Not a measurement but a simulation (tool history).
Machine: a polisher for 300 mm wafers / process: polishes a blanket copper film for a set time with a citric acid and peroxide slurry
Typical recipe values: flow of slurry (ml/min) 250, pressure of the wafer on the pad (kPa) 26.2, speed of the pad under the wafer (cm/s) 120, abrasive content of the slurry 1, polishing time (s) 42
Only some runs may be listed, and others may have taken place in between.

run   hour  flow of slurry (ml/min)  pressure of the wafer on the pad (kPa)  speed of the pad under the wafer (cm/s)  abrasive content of the slurry  polishing time (s)  incoming thickness of the incoming film, nm  film removed (Å)
  1      0                      250                                    26.2                                      120                               1                  42                                       1067.8              1232
  2   13.2                      250                                    26.2                                      120                               1                  42                                       1052.3              1210
      18.3  -- slurry nozzle cleaned
  3   26.8                      250                                    26.2                                      120                               1                  38                                       1054.4              1083
  4   39.6                      250                                    26.2                                      120                               1                  38                                         1074              1088
      44.4  -- slurry blender recalibrated
  5     56                      305                                    22.1                                      120                               1                  42                                         1057              1055
  6   67.4                      250                                    26.2                                      120                               1                  42                                       1061.1              1201
      82.3  -- head pressure recalibrated
  7   83.1                      250                                    26.2                                      120                               1                  42                                       1048.1              1186
  8   90.7                      250                                    26.2                                      100                               1                  42                                         1080               997
  9  105.5                      290                                    26.2                                      120                               1                  42                                       1053.9              1211
     121.2  -- worn pad replaced by a new one
 10  121.7                      250                                    26.2                                      120                               1                  42                                       1060.9              1264
 11    131                      250                                    26.2                                      120                               1                  48                                       1062.3              1425
 12  146.8                      170                                    26.2                                      148                               1                  57                                       1059.2              1975
 13  153.4                      250                                    26.2                                      120                               1                  42                                       1059.1              1207
 14  163.5                      250                                    26.2                                      106                             0.8                  42                                       1072.9              1009
 15  177.2                      220                                    30.3                                      120                               1                  42                                       1069.7              1348
 16  183.2                      315                                    29.6                                      160                               1                  47                                       1052.1              2019
 17    199                      250                                    26.2                                      120                               1                  42                                       1058.7              1185
 18  214.5                      250                                    26.2                                      120                            1.25                  42                                       1045.4              1258
 19  222.7                      250                                    26.2                                      120                               1                  42                                       1060.5              1185
     240.7  -- worn pad replaced by a new one
 20  241.2                      250                                    23.4                                      154                               1                  42                                       1053.5              1478
 21  287.2                      205                                    26.2                                       98                               1                  27                                       1054.2               626
 22  298.5                      250                                    26.2                                      120                            1.15                  47                                         1051              1400
 23  307.4                      250                                    31.7                                      100                            0.75                  42                                       1070.6              1095
 24  318.3                      250                                    26.2                                      120                               1                  42                                       1066.6              1198
     323.4  -- slurry blender recalibrated
 25  334.1                      320                                      20                                      104                               1                  32                                         1074               635
 26  341.8                      340                                    26.2                                      154                            0.85                  36                                       1063.6              1291
 27  352.7                      250                                    26.2                                      120                               1                  42                                       1058.2              1191
     366.9  -- slurry nozzle cleaned
 28  367.4                      250                                    22.1                                      120                               1                  42                                       1062.8              1010
     374.8  -- worn pad replaced by a new one
 29  403.5                      250                                    26.2                                      120                               1                  42                                       1067.4              1231

Results for each run, recomputed without the tool's hidden state and with each run's random variation untouched:
The tool's hidden condition here consists of: removal rate lost through wear of the pad, %; slurry flow missing at the pad, %; deviation of the head's pressure from its setpoint, %; abrasive missing from the slurry, %.
run  film removed (Å)
  1              1271
  2              1263
  3              1140
  4              1153
  5              1124
  6              1284
  7              1271
  8              1070
  9              1301
 10              1272
 11              1456
 12              2054
 13              1263
 14              1064
 15              1431
 16              2150
 17              1268
 18              1352
 19              1275
 20              1480
 21               658
 22              1479
 23              1161
 24              1275
 25               679
 26              1381
 27              1276
 28              1084
 29              1277
